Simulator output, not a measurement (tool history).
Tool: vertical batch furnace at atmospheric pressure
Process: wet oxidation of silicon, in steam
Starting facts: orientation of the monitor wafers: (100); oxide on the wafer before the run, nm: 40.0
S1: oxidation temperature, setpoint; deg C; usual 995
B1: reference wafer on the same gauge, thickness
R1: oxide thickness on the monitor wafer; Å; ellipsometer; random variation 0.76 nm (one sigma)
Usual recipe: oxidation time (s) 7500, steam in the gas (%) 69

Run 1, day 0.000: usual settings but oxidation time (s) 9180; B1 414.36. Result: R1 5731.8 Å.
Run 2, day 1.442: usual settings but oxidation time (s) 9180; B1 414.95. Result: R1 5734.2 Å.
Run 3, day 1.954: usual settings but oxidation time (s) 9180; B1 415.02. Result: R1 5738.0 Å.
Run 4, day 2.529: usual settings; B1 415.17. Result: R1 5048.6 Å.
At day 3.950: steam generator serviced.
At day 4.133: thermocouples replaced and temperature profile calibrated.
Run 5, day 4.154: usual settings; B1 415.79. Result: R1 5060.2 Å.
Run 6, day 4.362: usual settings; B1 415.95. Result: R1 5054.1 Å.
Run 7, day 4.675: usual settings; B1 415.94. Result: R1 5042.5 Å.
Run 8, day 5.488: usual settings but S1 982 deg C; B1 416.51. Result: R1 4652.2 Å.
Run 9, day 6.221: usual settings; B1 417.08. Result: R1 5077.8 Å.
At day 6.454: gauge calibrated.
Run 10, day 6.742: usual settings but oxidation time (s) 10710, steam in the gas (%) 80; B1 414.64. Result: R1 6922.6 Å.
Run 11, day 7.400: usual settings; B1 414.46. Result: R1 5040.4 Å.
Run 12, day 7.788: usual settings; B1 414.83. Result: R1 5038.7 Å.
Run 13, day 8.579: usual settings but oxidation time (s) 5220; B1 414.67. Result: R1 4002.4 Å.
Run 14, day 9.071: usual settings but S1 976 deg C; B1 415.02. Result: R1 4441.6 Å.
Run 15, day 9.683: usual settings but steam in the gas (%) 81; B1 414.99. Result: R1 5585.1 Å.
Run 16, day 10.112: usual settings but oxidation time (s) 9330; B1 415.19. Result: R1 5788.7 Å.
Run 17, day 10.571: usual settings; B1 415.32. Result: R1 5057.4 Å.
Run 18, day 11.154: usual settings but S1 1011 deg C; B1 415.71. Result: R1 5563.3 Å.

3 options for the next run, each taken on its own from the tool as it stands now. Forecast them:
Run A, day 11.367: usual settings; B1 ?. Result: R1 ?.
Run B, day 11.367: usual settings but S1 1004 deg C, steam in the gas (%) 77; B1 ?. Result: R1 ?.
Run C, day 11.367: usual settings but S1 970 deg C, steam in the gas (%) 65; B1 ?. Result: R1 ?.

run      B1      R1
  A  415.66  5056.5
  B  415.66  5718.7
  C  415.66  4102.5
Without the tool's hidden state the same runs would have given:
run      R1
  A  5035.2
  B  5694.6
  C  4085.2
